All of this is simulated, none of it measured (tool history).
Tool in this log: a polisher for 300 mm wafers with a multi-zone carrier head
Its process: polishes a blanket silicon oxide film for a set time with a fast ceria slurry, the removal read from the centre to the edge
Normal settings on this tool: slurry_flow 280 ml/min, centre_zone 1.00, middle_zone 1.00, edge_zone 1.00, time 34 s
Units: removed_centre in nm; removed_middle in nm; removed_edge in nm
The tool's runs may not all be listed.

run,hour,slurry_flow,centre_zone,middle_zone,edge_zone,time,"incoming thickness of the incoming film, nm",removed_centre,removed_middle,removed_edge
1,0.0,280,1.00,1.00,1.00,34,2618.0,415.2,441.0,414.3
2,28.3,280,1.00,1.00,1.00,34,2659.0,415.4,440.9,424.6
# hour 52.4: worn pad replaced by a new one
3,58.0,280,1.00,1.00,1.00,34,2608.1,420.7,430.7,417.0
# hour 80.6: centre zone pressure recalibrated
4,86.2,280,1.00,1.00,1.00,34,2631.9,433.7,447.1,419.2
# hour 102.0: carrier head's membrane replaced by a new one
5,113.8,280,1.00,1.00,1.00,34,2621.0,431.9,433.8,417.9
6,139.8,280,1.00,1.00,1.00,34,2618.2,428.3,438.9,411.1
7,167.6,280,1.00,1.00,1.00,34,2600.9,435.0,439.9,415.5
8,181.2,280,1.00,1.00,1.00,34,2631.5,426.8,439.1,420.8
# hour 203.3: worn pad replaced by a new one, of another model than before
9,206.0,280,1.00,1.00,1.00,34,2663.9,428.6,446.0,419.0
10,226.5,280,1.00,1.00,1.00,34,2641.7,423.8,441.6,413.4
11,244.3,280,1.00,0.90,0.95,34,2613.1,422.9,403.2,399.1
12,259.4,280,1.00,1.00,1.00,34,2624.1,427.6,437.1,413.7
# hour 269.8: slurry nozzle cleaned
13,280.3,280,1.00,1.07,0.91,24,2640.5,299.4,333.6,284.3
# hour 308.4: edge zone pressure recalibrated
14,313.8,305,1.00,1.00,0.92,34,2601.6,428.2,441.7,404.0
# hour 337.5: worn pad replaced by a new one
15,404.0,325,1.00,1.00,1.00,34,2587.0,430.7,449.6,417.1
16,418.6,280,1.05,1.00,1.04,42,2568.7,544.2,544.7,528.9
17,438.9,305,1.00,1.00,0.92,34,2633.8,423.6,445.1,402.3
18,451.7,280,1.12,1.00,1.00,34,2625.9,467.3,435.8,417.3
19,476.1,305,1.00,1.00,0.92,34,2614.4,424.9,445.3,406.3
# hour 502.9: worn pad replaced by a new one
20,507.9,380,0.93,1.05,1.00,30,2617.9,358.8,415.2,375.8
21,539.2,355,1.00,0.95,0.91,39,2603.1,493.7,500.4,466.9
22,567.7,280,1.07,1.04,1.00,34,2643.3,446.7,460.9,421.6

Consider 4 possible next runs. They are alternatives, not a sequence: every one starts from the tool as it was left by run 22. What does each give?
A,568.1,280,1.00,1.00,1.00,34,2641.1,?,?,?
B,568.1,330,1.00,1.00,1.00,34,2641.1,?,?,?
C,568.1,280,1.00,1.00,1.09,45,2641.1,?,?,?
D,568.1,280,1.00,0.94,0.91,34,2641.1,?,?,?

run,removed_centre,removed_middle,removed_edge
A,421.7,444.1,423.5
B,431.0,453.0,429.9
C,558.1,587.8,584.9
D,421.5,421.7,405.4
The same runs, with their run-to-run variation unchanged, on a tool lacking any hidden condition would have given:
run,removed_centre,removed_middle,removed_edge
A,436.5,444.1,423.5
B,446.1,452.9,429.9
C,577.7,587.7,584.9
D,436.3,421.6,405.4
